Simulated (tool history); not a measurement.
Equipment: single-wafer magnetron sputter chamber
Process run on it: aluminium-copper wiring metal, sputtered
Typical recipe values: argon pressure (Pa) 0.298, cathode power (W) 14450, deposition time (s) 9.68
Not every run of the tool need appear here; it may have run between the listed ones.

run	hour	argon pressure (Pa)	cathode power (W)	deposition time (s)	wafers since the last listed run	wafers on the sputter target	hours since the last manometer calibration	hours since the magnet pack was replaced	hours since the gauge calibration	read-back reference wafer on the same gauge, thickness_nm	mean film thickness on the monitor wafer (angstrom)
1	0.0	0.298	14450	9.68	0	3178	1152.4	4264.4	1831.5	259.403	2531.60
2	68.1	0.214	14450	9.68	1931	5110	1220.5	4332.5	1899.6	258.879	2627.50
3	107.6	0.214	14450	9.68	1120	6231	1260.0	4372.0	1939.1	259.092	2612.68
4	196.7	0.266	14450	9.68	2527	8758	1349.1	4461.1	2028.2	258.926	2569.85
5	254.2	0.298	14450	9.68	1631	10390	1406.6	4518.6	2085.7	259.279	2552.76
# hour 309.5: capacitance manometer re-zeroed and calibrated
6	356.1	0.298	14450	9.68	2663	13053	46.6	4620.5	2187.6	258.896	2520.81
7	461.5	0.298	15800	9.68	2990	16043	152.0	4725.9	2293.0	258.516	2707.75
8	534.6	0.298	15800	9.68	2073	18117	225.1	4799.0	2366.1	258.976	2713.02
# hour 609.7: sputter target and shields replaced
9	638.2	0.298	14450	9.68	2712	809	328.7	4902.6	2469.7	259.075	2542.89
# hour 648.8: magnet pack replaced
10	725.4	0.298	14450	9.68	2246	3055	415.9	76.6	2556.9	259.003	2522.07
11	771.4	0.298	11600	9.68	1304	4360	461.9	122.6	2602.9	259.004	2171.37
12	863.8	0.298	15600	7.80	2621	6981	554.3	215.0	2695.3	259.028	2167.96
13	906.1	0.387	14450	9.68	1199	8181	596.6	257.3	2737.6	258.776	2439.02
14	969.0	0.342	13150	9.68	1784	9966	659.5	320.2	2800.5	258.840	2307.56
15	1011.1	0.399	12300	10.19	1194	11160	701.6	362.3	2842.6	259.057	2285.31
# hour 1082.2: gauge calibrated
16	1088.1	0.247	14450	11.40	2184	13345	778.6	439.3	5.9	258.919	3034.45
17	1170.6	0.246	16800	11.27	2340	15685	861.1	521.8	88.4	259.033	3411.40
18	1224.0	0.298	11150	8.73	1514	17200	914.5	575.2	141.8	259.023	1904.53
19	1273.7	0.298	14450	9.68	1409	18610	964.2	624.9	191.5	258.832	2536.49
20	1323.4	0.298	14450	9.68	1409	20020	1013.9	674.6	241.2	259.164	2524.85
# hour 1340.7: sputter target and shields replaced
21	1387.1	0.298	14450	9.68	1580	1316	1077.6	738.3	304.9	259.160	2548.57
22	1474.1	0.190	14450	9.68	2468	3784	1164.6	825.3	391.9	259.340	2666.25
23	1540.8	0.387	12100	7.90	1892	5676	1231.3	892.0	458.6	259.404	1749.03
24	1643.2	0.298	15800	9.68	2904	8581	1333.7	994.4	561.0	258.740	2719.33
25	1729.0	0.298	14450	8.30	2434	11015	1419.5	1080.2	646.8	259.035	2162.87
26	1790.3	0.298	14450	9.08	1738	12754	1480.8	1141.5	708.1	259.178	2388.20
# hour 1798.8: capacitance manometer re-zeroed and calibrated
27	1878.4	0.386	10850	9.08	2272	15026	79.6	1229.6	796.2	258.946	1863.22
28	1972.6	0.298	14450	9.68	2672	17698	173.8	1323.8	890.4	259.297	2544.15
# hour 1991.4: sputter target and shields replaced
29	2076.5	0.298	14450	8.30	2720	2415	277.7	1427.7	994.3	259.156	2169.29
30	2113.9	0.186	10850	8.45	1060	3476	315.1	1465.1	1031.7	259.340	1872.09
31	2241.3	0.342	13150	9.68	3614	7090	442.5	1592.5	1159.1	258.698	2315.71
32	2347.9	0.352	17650	8.39	3024	10114	549.1	1699.1	1265.7	258.914	2497.59
33	2440.7	0.265	16250	11.60	2632	12747	641.9	1791.9	1358.5	258.809	3358.47
34	2501.1	0.238	10950	8.24	1713	14460	702.3	1852.3	1418.9	259.178	1814.23

What if the next run were any one of these 4? Each begins from the tool's condition after run 34:
A	2501.5	0.216	14450	9.68	11	14472	702.7	1852.7	1419.3	?	?
B	2501.5	0.380	10950	9.68	11	14472	702.7	1852.7	1419.3	?	?
C	2501.5	0.417	16800	8.39	11	14472	702.7	1852.7	1419.3	?	?
D	2501.5	0.216	16050	8.99	11	14472	702.7	1852.7	1419.3	?	?

run	read-back reference wafer on the same gauge, thickness_nm	mean film thickness on the monitor wafer (angstrom)
A	258.968	2637.86
B	258.968	2016.11
C	258.968	2364.22
D	258.968	2654.30
With no hidden state in the tool, these same runs would have given:
run	mean film thickness on the monitor wafer (angstrom)
A	2637.86
B	2016.11
C	2364.22
D	2654.30

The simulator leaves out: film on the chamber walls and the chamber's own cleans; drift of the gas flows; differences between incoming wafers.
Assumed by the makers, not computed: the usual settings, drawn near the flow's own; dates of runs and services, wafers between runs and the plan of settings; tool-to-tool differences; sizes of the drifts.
